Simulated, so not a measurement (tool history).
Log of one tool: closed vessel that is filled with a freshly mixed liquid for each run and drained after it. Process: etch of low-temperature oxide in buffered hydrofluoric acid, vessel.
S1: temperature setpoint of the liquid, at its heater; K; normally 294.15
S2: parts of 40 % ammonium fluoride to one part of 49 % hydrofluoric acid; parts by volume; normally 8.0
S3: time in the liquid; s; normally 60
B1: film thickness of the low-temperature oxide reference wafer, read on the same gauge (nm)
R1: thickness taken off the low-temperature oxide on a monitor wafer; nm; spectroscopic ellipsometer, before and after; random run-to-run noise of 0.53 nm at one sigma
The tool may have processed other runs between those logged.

run,day,S1,S2,S3,B1,R1
1,0.000,294.15,8.0,60,130.94,117.89
2,0.996,294.15,10.0,65,131.03,104.74
3,1.692,294.15,6.5,60,131.07,144.43
4,2.596,294.15,6.5,60,131.16,145.28
5,3.758,294.15,6.5,60,131.27,143.97
6,4.692,297.15,8.0,60,131.35,138.57
7,5.217,297.15,8.0,60,131.40,138.60
8,6.292,297.15,8.0,60,131.53,137.65
9,7.188,294.15,8.0,60,131.63,116.92
10,8.471,294.15,8.0,60,131.81,118.02
11,9.554,294.15,8.0,60,131.93,118.26
12,10.688,294.15,8.0,60,132.10,117.86
13,11.417,294.15,8.0,60,132.22,117.44
14,12.067,294.15,8.0,60,132.31,118.01
15,13.096,291.15,8.0,60,132.45,99.26
# day 13.633: hydrofluoric acid flow meter replaced
16,14.479,294.15,6.0,60,132.70,158.06
17,15.508,294.15,8.0,70,132.89,139.63
18,16.767,294.15,8.0,60,133.14,118.92
19,18.108,294.15,8.0,60,133.39,119.39
20,19.517,292.65,6.5,90,133.68,202.46
21,20.592,299.15,8.0,90,133.92,233.72
22,21.904,294.15,10.0,85,134.21,140.77
# day 22.058: gauge calibrated
23,22.796,297.65,9.0,45,130.20,93.17
# day 24.221: thermometer replaced
24,24.288,294.15,6.0,60,130.21,152.95
25,25.754,294.15,8.0,35,130.24,67.78
26,26.312,291.15,6.0,60,130.27,130.05
27,27.762,296.65,9.0,60,130.32,118.20
28,28.788,294.15,8.0,60,130.35,116.99
29,29.779,294.15,9.5,60,130.41,98.93
30,30.700,298.15,5.0,30,130.47,111.23
31,31.217,299.15,7.0,75,130.51,220.86

Consider 3 possible next runs. They are alternatives, not a sequence: every one starts from the tool as it was left by run 31. What does each give?
A,31.246,294.15,7.0,60,?,?
B,31.246,294.15,10.0,60,?,?
C,31.246,290.15,6.5,30,?,?

run,B1,R1
A,130.49,135.14
B,130.49,96.34
C,130.49,57.54
With the hidden condition removed and each run's random variation left untouched, the same runs would have given:
run,R1
A,134.62
B,95.97
C,57.32
